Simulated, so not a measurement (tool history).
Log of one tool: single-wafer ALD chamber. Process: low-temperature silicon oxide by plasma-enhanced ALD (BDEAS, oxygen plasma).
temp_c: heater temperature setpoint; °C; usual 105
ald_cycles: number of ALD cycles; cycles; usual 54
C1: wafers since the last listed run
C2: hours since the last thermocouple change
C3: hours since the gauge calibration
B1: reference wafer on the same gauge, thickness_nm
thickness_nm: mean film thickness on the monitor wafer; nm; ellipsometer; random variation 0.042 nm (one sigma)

Run 1, hour 0: usual settings; C1 0; C2 854; C3 1615.7; B1 6.944. Result: thickness_nm 7.749 nm.
At hour 246.9: gauge calibrated.
Run 2, hour 300.2: usual settings but temp_c 96 °C, ald_cycles 62 cycles; C1 1503; C2 1154.2; C3 53.3; B1 6.982. Result: thickness_nm 9.042 nm.
Run 3, hour 360: usual settings; C1 299; C2 1214; C3 113.1; B1 6.965. Result: thickness_nm 7.766 nm.
Run 4, hour 400.4: usual settings; C1 202; C2 1254.4; C3 153.5; B1 6.975. Result: thickness_nm 7.715 nm.
Run 5, hour 448.1: usual settings; C1 238; C2 1302.1; C3 201.2; B1 6.94. Result: thickness_nm 7.698 nm.
Run 6, hour 502.7: usual settings but temp_c 108 °C, ald_cycles 50 cycles; C1 273; C2 1356.7; C3 255.8; B1 6.962. Result: thickness_nm 7.15 nm.
Run 7, hour 594.8: usual settings but temp_c 108 °C, ald_cycles 50 cycles; C1 461; C2 1448.8; C3 347.9; B1 6.955. Result: thickness_nm 7.076 nm.
Run 8, hour 687.4: usual settings but temp_c 108 °C, ald_cycles 50 cycles; C1 463; C2 1541.4; C3 440.5; B1 6.956. Result: thickness_nm 7.1 nm.
Run 9, hour 743.8: usual settings but temp_c 98 °C, ald_cycles 51 cycles; C1 282; C2 1597.8; C3 496.9; B1 6.959. Result: thickness_nm 7.464 nm.
Run 10, hour 844.6: usual settings; C1 504; C2 1698.6; C3 597.7; B1 6.97. Result: thickness_nm 7.713 nm.
Run 11, hour 922.1: usual settings; C1 388; C2 1776.1; C3 675.2; B1 6.941. Result: thickness_nm 7.756 nm.
Run 12, hour 1013.2: usual settings but temp_c 100 °C; C1 456; C2 1867.2; C3 766.3; B1 6.962. Result: thickness_nm 7.798 nm.
Run 13, hour 1312: usual settings but temp_c 113 °C; C1 1496; C2 2166; C3 1065.1; B1 6.968. Result: thickness_nm 7.607 nm.
Run 14, hour 1382.1: usual settings but temp_c 113 °C; C1 351; C2 2236.1; C3 1135.2; B1 6.962. Result: thickness_nm 7.637 nm.
Run 15, hour 1485.9: usual settings but temp_c 113 °C; C1 520; C2 2339.9; C3 1239; B1 6.954. Result: thickness_nm 7.611 nm.
Run 16, hour 1558.4: usual settings but temp_c 114 °C; C1 363; C2 2412.4; C3 1311.5; B1 6.973. Result: thickness_nm 7.64 nm.
Run 17, hour 1652.9: usual settings but temp_c 114 °C; C1 473; C2 2506.9; C3 1406; B1 6.973. Result: thickness_nm 7.586 nm.
Run 18, hour 1758.1: usual settings but temp_c 114 °C; C1 527; C2 2612.1; C3 1511.2; B1 6.961. Result: thickness_nm 7.602 nm.
At hour 1806.3: thermocouple changed; heater temperature recalibrated.
Run 19, hour 1863.5: usual settings but temp_c 99 °C, ald_cycles 47 cycles; C1 487; C2 57.2; C3 1616.6; B1 6.957. Result: thickness_nm 6.839 nm.
Run 20, hour 1929: usual settings; C1 328; C2 122.7; C3 1682.1; B1 6.972. Result: thickness_nm 7.728 nm.
Run 21, hour 2029.8: usual settings; C1 504; C2 223.5; C3 1782.9; B1 6.957. Result: thickness_nm 7.735 nm.
Run 22, hour 2133.9: usual settings but temp_c 111 °C, ald_cycles 49 cycles; C1 521; C2 327.6; C3 1887; B1 6.952. Result: thickness_nm 6.892 nm.
Run 23, hour 2239.9: usual settings but temp_c 91 °C, ald_cycles 57 cycles; C1 531; C2 433.6; C3 1993; B1 6.97. Result: thickness_nm 8.509 nm.
Run 24, hour 2298.7: usual settings but temp_c 115 °C, ald_cycles 63 cycles; C1 294; C2 492.4; C3 2051.8; B1 6.952. Result: thickness_nm 8.943 nm.
Run 25, hour 2394.7: usual settings; C1 480; C2 588.4; C3 2147.8; B1 6.966. Result: thickness_nm 7.637 nm.
At hour 2398.4: gauge calibrated.
Run 26, hour 2454.9: usual settings but temp_c 97 °C, ald_cycles 58 cycles; C1 301; C2 648.6; C3 56.5; B1 6.948. Result: thickness_nm 8.505 nm.
Run 27, hour 2503.8: usual settings but temp_c 113 °C, ald_cycles 59 cycles; C1 244; C2 697.5; C3 105.4; B1 6.965. Result: thickness_nm 8.258 nm.
Run 28, hour 2592.2: usual settings; C1 442; C2 785.9; C3 193.8; B1 6.967. Result: thickness_nm 7.721 nm.
Run 29, hour 2683.9: usual settings but ald_cycles 47 cycles; C1 459; C2 877.6; C3 285.5; B1 6.947. Result: thickness_nm 6.727 nm.
Run 30, hour 2743.9: usual settings; C1 300; C2 937.6; C3 345.5; B1 6.949. Result: thickness_nm 7.733 nm.
Run 31, hour 2802.7: usual settings but temp_c 96 °C, ald_cycles 45 cycles; C1 294; C2 996.4; C3 404.3; B1 6.961. Result: thickness_nm 6.652 nm.
Run 32, hour 2873.1: usual settings but temp_c 99 °C, ald_cycles 48 cycles; C1 352; C2 1066.8; C3 474.7; B1 6.968. Result: thickness_nm 6.951 nm.
Run 33, hour 2913.4: usual settings but temp_c 120 °C, ald_cycles 57 cycles; C1 201; C2 1107.1; C3 515; B1 6.953. Result: thickness_nm 7.993 nm.
Run 34, hour 2985.6: usual settings; C1 361; C2 1179.3; C3 587.2; B1 6.951. Result: thickness_nm 7.717 nm.
Run 35, hour 3075.1: usual settings but temp_c 117 °C; C1 448; C2 1268.8; C3 676.7; B1 6.949. Result: thickness_nm 7.616 nm.
Run 36, hour 3157: usual settings; C1 410; C2 1350.7; C3 758.6; B1 6.965. Result: thickness_nm 7.733 nm.
Run 37, hour 3224.3: usual settings but temp_c 101 °C; C1 337; C2 1418; C3 825.9; B1 6.965. Result: thickness_nm 7.771 nm.

Forecast each of these 5 alternatives for the next run:
Run A, hour 3224.8: usual settings but temp_c 91 °C; C1 2; C2 1418.5; C3 826.4; B1 ?. Result: thickness_nm ?.
Run B, hour 3224.8: usual settings but temp_c 116 °C, ald_cycles 51 cycles; C1 2; C2 1418.5; C3 826.4; B1 ?. Result: thickness_nm ?.
Run C, hour 3224.8: usual settings but temp_c 119 °C, ald_cycles 63 cycles; C1 2; C2 1418.5; C3 826.4; B1 ?. Result: thickness_nm ?.
Run D, hour 3224.8: usual settings but temp_c 120 °C, ald_cycles 64 cycles; C1 2; C2 1418.5; C3 826.4; B1 ?. Result: thickness_nm ?.
Run E, hour 3224.8: usual settings but temp_c 111 °C, ald_cycles 45 cycles; C1 2; C2 1418.5; C3 826.4; B1 ?. Result: thickness_nm ?.

run     B1  thickness_nm
  A  6.961         8.016
  B  6.961          7.18
  C  6.961         8.826
  D  6.961         8.952
  E  6.961         6.387
Without the tool's hidden state the same runs would have given:
run  thickness_nm
  A         8.016
  B          7.18
  C         8.826
  D         8.952
  E         6.387
